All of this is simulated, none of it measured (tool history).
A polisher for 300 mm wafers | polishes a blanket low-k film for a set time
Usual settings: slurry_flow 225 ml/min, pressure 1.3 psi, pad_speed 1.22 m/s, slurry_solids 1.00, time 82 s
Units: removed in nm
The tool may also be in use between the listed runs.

run	hour	slurry_flow	pressure	pad_speed	slurry_solids	time	wafers since the last listed run	wafers polished on this pad	hours since the slurry nozzle was cleaned	hours since the head pressure was calibrated	hours since the slurry blender was calibrated	hours since the conditioning disc was replaced	incoming thickness of the incoming film, nm	removed
1	0.0	225	1.3	1.22	1.00	82	0	3494	497.7	419.7	219.2	56.4	335.7	22.3
# hour 13.2: head pressure recalibrated
# hour 31.4: slurry nozzle cleaned
2	46.4	225	1.3	1.22	1.00	82	468	3962	15.0	33.2	265.6	102.8	333.7	24.1
# hour 107.0: worn pad replaced by a new one
3	147.2	225	1.3	1.22	1.00	82	1045	434	115.8	134.0	366.4	203.6	325.3	23.6
# hour 191.6: slurry blender recalibrated
4	194.7	225	1.3	1.22	1.00	82	491	925	163.3	181.5	3.1	251.1	336.3	23.6
5	252.3	225	1.3	1.22	1.00	82	622	1548	220.9	239.1	60.7	308.7	330.0	23.0
# hour 296.1: conditioning disc replaced and pad reconditioned
6	340.9	225	1.3	1.22	1.00	82	935	2483	309.5	327.7	149.3	44.8	329.9	23.0
# hour 371.5: head pressure recalibrated
# hour 435.5: worn pad replaced by a new one
7	443.6	225	1.3	1.08	1.00	82	1044	87	412.2	72.1	252.0	147.5	326.8	22.0
8	502.1	225	1.3	1.08	1.00	82	631	719	470.7	130.6	310.5	206.0	325.2	21.2
# hour 530.7: slurry nozzle cleaned
9	552.7	225	1.3	1.22	1.00	82	535	1255	22.0	181.2	361.1	256.6	332.7	23.2
10	654.0	225	1.3	1.22	1.00	82	1094	2349	123.3	282.5	462.4	357.9	325.7	22.9
# hour 668.6: conditioning disc replaced and pad reconditioned
11	698.0	260	1.3	1.22	1.00	82	453	2803	167.3	326.5	506.4	29.4	323.8	22.8
# hour 708.9: slurry blender recalibrated
# hour 748.0: head pressure recalibrated
12	761.1	285	1.3	1.22	1.00	64	638	3441	230.4	13.1	52.2	92.5	329.8	19.3
# hour 856.5: worn pad replaced by a new one, of another model than before
13	865.3	245	1.3	1.44	1.00	82	1082	95	334.6	117.3	156.4	196.7	332.0	26.0
14	904.9	225	1.3	1.22	1.00	82	427	523	374.2	156.9	196.0	236.3	330.1	24.0
15	960.9	225	1.3	1.22	1.00	82	604	1128	430.2	212.9	252.0	292.3	331.4	23.8
# hour 1007.3: conditioning disc replaced and pad reconditioned
# hour 1026.2: slurry nozzle cleaned
16	1059.5	225	1.3	0.98	1.00	82	1032	2160	33.3	311.5	350.6	52.2	335.6	21.1
17	1117.1	170	1.0	1.22	1.00	97	622	2783	90.9	369.1	408.2	109.8	331.6	20.6
# hour 1180.6: head pressure recalibrated
# hour 1194.3: slurry blender recalibrated
18	1210.7	155	1.6	1.22	1.15	95	967	3750	184.5	30.1	16.4	203.4	326.3	31.8
# hour 1241.9: worn pad replaced by a new one
19	1302.7	225	1.8	1.22	1.00	82	950	656	276.5	122.1	108.4	295.4	332.8	31.3
20	1342.6	225	0.8	0.82	1.00	82	430	1087	316.4	162.0	148.3	335.3	324.9	14.3
# hour 1374.3: conditioning disc replaced and pad reconditioned
21	1410.5	225	1.3	1.22	1.00	82	711	1799	384.3	229.9	216.2	36.2	329.2	23.6
22	1456.2	225	1.3	1.22	1.00	82	493	2293	430.0	275.6	261.9	81.9	332.9	23.4

Run 23 comes next. What will it give?
# hour 1460.2: slurry nozzle cleaned
23	1513.6	255	0.8	0.80	1.00	82	609	2902	53.4	333.0	319.3	139.3	326.7	?

Run 23 gave removed 13.8 nm.
Without the tool's hidden state the same run would have given removed 14.5 nm.
